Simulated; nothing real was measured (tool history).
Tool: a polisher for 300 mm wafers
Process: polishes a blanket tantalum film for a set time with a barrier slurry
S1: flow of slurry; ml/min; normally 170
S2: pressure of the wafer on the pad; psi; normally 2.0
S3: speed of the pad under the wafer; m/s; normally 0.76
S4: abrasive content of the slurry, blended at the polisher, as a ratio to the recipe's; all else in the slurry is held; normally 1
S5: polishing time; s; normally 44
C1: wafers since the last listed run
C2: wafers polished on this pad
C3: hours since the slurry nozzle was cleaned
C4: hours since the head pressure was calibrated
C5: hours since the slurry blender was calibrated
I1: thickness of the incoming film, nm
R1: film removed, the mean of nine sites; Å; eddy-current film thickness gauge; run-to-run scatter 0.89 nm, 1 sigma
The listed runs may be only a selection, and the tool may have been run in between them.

run 1 hour=0.0 | S1=170 S2=2.0 S3=0.76 S4=1 S5=44 | C1=0 C2=1259 C3=93.4 C4=195.5 C5=72.9 | I1=315.5 | R1=618
run 2 hour=36.4 | S1=170 S2=2.0 S3=0.76 S4=1 S5=44 | C1=403 C2=1663 C3=129.8 C4=231.9 C5=109.3 | I1=322.0 | R1=606
-- hour=64.5 worn pad replaced by a new one
run 3 hour=84.6 | S1=170 S2=2.0 S3=0.60 S4=1 S5=36 | C1=490 C2=222 C3=178.0 C4=280.1 C5=157.5 | I1=321.8 | R1=417
-- hour=90.7 slurry nozzle cleaned
run 4 hour=151.6 | S1=170 S2=2.0 S3=0.76 S4=1 S5=44 | C1=732 C2=954 C3=60.9 C4=347.1 C5=224.5 | I1=319.0 | R1=624
run 5 hour=211.1 | S1=170 S2=2.0 S3=0.76 S4=1 S5=44 | C1=660 C2=1615 C3=120.4 C4=406.6 C5=284.0 | I1=314.0 | R1=626
-- hour=253.2 worn pad replaced by a new one
run 6 hour=261.1 | S1=170 S2=2.0 S3=0.76 S4=1 S5=44 | C1=510 C2=87 C3=170.4 C4=456.6 C5=334.0 | I1=327.0 | R1=587
run 7 hour=285.7 | S1=170 S2=2.0 S3=0.76 S4=1 S5=44 | C1=272 C2=360 C3=195.0 C4=481.2 C5=358.6 | I1=317.7 | R1=563
-- hour=288.8 slurry blender recalibrated
-- hour=313.4 slurry nozzle cleaned
-- hour=314.9 head pressure recalibrated
run 8 hour=322.8 | S1=170 S2=2.0 S3=0.76 S4=1 S5=44 | C1=362 C2=722 C3=9.4 C4=7.9 C5=34.0 | I1=313.7 | R1=552
run 9 hour=379.2 | S1=170 S2=2.0 S3=0.76 S4=1 S5=44 | C1=625 C2=1348 C3=65.8 C4=64.3 C5=90.4 | I1=318.7 | R1=538
-- hour=408.6 worn pad replaced by a new one, repeated, since the last time left the tool worse
run 10 hour=409.1 | S1=170 S2=2.0 S3=0.76 S4=1 S5=44 | C1=287 C2=5 C3=95.7 C4=94.2 C5=120.3 | I1=320.6 | R1=632
run 11 hour=438.5 | S1=140 S2=2.0 S3=0.76 S4=1 S5=44 | C1=326 C2=331 C3=125.1 C4=123.6 C5=149.7 | I1=313.8 | R1=630
run 12 hour=480.2 | S1=170 S2=2.0 S3=0.76 S4=1 S5=44 | C1=462 C2=794 C3=166.8 C4=165.3 C5=191.4 | I1=318.4 | R1=633
-- hour=526.3 slurry nozzle cleaned
run 13 hour=532.5 | S1=205 S2=2.0 S3=0.76 S4=1 S5=44 | C1=569 C2=1363 C3=6.2 C4=217.6 C5=243.7 | I1=320.5 | R1=638
run 14 hour=593.3 | S1=170 S2=2.0 S3=0.56 S4=1 S5=44 | C1=674 C2=2037 C3=67.0 C4=278.4 C5=304.5 | I1=320.4 | R1=450
-- hour=613.4 worn pad replaced by a new one
run 15 hour=628.8 | S1=170 S2=2.0 S3=0.86 S4=1 S5=44 | C1=349 C2=170 C3=102.5 C4=313.9 C5=340.0 | I1=321.6 | R1=705
-- hour=645.3 slurry blender recalibrated
run 16 hour=686.4 | S1=215 S2=2.0 S3=0.76 S4=1 S5=50 | C1=616 C2=787 C3=160.1 C4=371.5 C5=41.1 | I1=319.6 | R1=741
run 17 hour=729.8 | S1=230 S2=1.5 S3=0.76 S4=1 S5=44 | C1=481 C2=1269 C3=203.5 C4=414.9 C5=84.5 | I1=317.5 | R1=496

Run 18 has not been measured yet. What should we expect?
-- hour=737.3 slurry nozzle cleaned
-- hour=774.8 head pressure recalibrated
run 18 hour=781.0 | S1=220 S2=2.0 S3=0.76 S4=1 S5=44 | C1=534 C2=1804 C3=43.7 C4=6.2 C5=135.7 | I1=316.6 | R1=?

R1: 630 Å
Take away the tool's hidden state, keep the run-to-run variation as it was, and the same run would have given R1 666 Å.
